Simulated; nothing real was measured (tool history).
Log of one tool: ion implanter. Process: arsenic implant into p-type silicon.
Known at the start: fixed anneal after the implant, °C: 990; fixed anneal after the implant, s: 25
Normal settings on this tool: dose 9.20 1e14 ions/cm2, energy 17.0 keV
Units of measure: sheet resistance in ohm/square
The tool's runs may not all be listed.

run	day	dose	energy	wafers since the last listed run	hours since the last dose calibration	hours since the extraction supply was calibrated	hours since the gauge calibration	read-back reference wafer on the same gauge, sheet resistance	sheet resistance
1	0.000	7.03	17.0	0	172.0	5628.4	311.4	126.01	138.83
2	2.596	9.20	17.0	741	234.3	5690.7	373.7	126.00	119.46
3	4.904	7.89	14.5	659	289.7	5746.1	429.1	125.99	133.53
4	11.200	7.89	14.5	1799	440.8	5897.2	580.2	125.97	132.73
5	13.525	7.89	14.5	664	496.6	5953.0	636.0	125.98	132.84
6	15.329	9.77	12.5	515	539.9	5996.3	679.3	125.95	123.30
# day 15.404: gauge calibrated
# day 19.454: extraction supply calibrated
# day 19.646: Faraday cup replaced and dose calibrated
7	19.667	9.77	12.5	1089	0.5	5.1	102.3	126.04	124.64
8	20.638	9.77	12.5	277	23.8	28.4	125.6	126.07	124.50
9	22.308	10.96	17.0	477	63.9	68.5	165.7	126.00	110.42
10	23.975	7.84	21.0	476	103.9	108.5	205.7	126.01	124.48
11	26.746	9.20	17.0	791	170.4	175.0	272.2	125.96	119.16
12	27.925	9.77	12.5	336	198.7	203.3	300.5	126.02	123.99
13	30.862	7.40	20.5	839	269.2	273.8	371.0	125.98	129.57
14	33.046	10.33	20.5	623	321.6	326.2	423.4	125.98	107.16
15	36.029	7.02	14.0	852	393.2	397.8	495.0	125.97	142.65
16	37.129	10.21	20.5	314	419.6	424.2	521.4	125.98	107.68
17	38.233	6.96	19.5	315	446.1	450.7	547.9	126.01	134.88
# day 39.383: gauge calibrated
18	39.412	11.90	19.0	336	474.4	479.0	0.7	125.99	102.57

Exercise: give the hidden state of the tool at every run:
deviation of the true energy from its setpoint, %: 0, the same for each run
gauge reads high (%): 0, the same for each run
H1: deviation of the true dose from the Faraday cup's reading, %
run	H1
1	0.592
2	0.824
3	1.03
4	1.59
5	1.8
6	1.96
7	-0.00109
8	0.0854
9	0.234
10	0.383
11	0.63
12	0.735
13	0.997
14	1.19
15	1.46
16	1.56
17	1.65
18	1.76
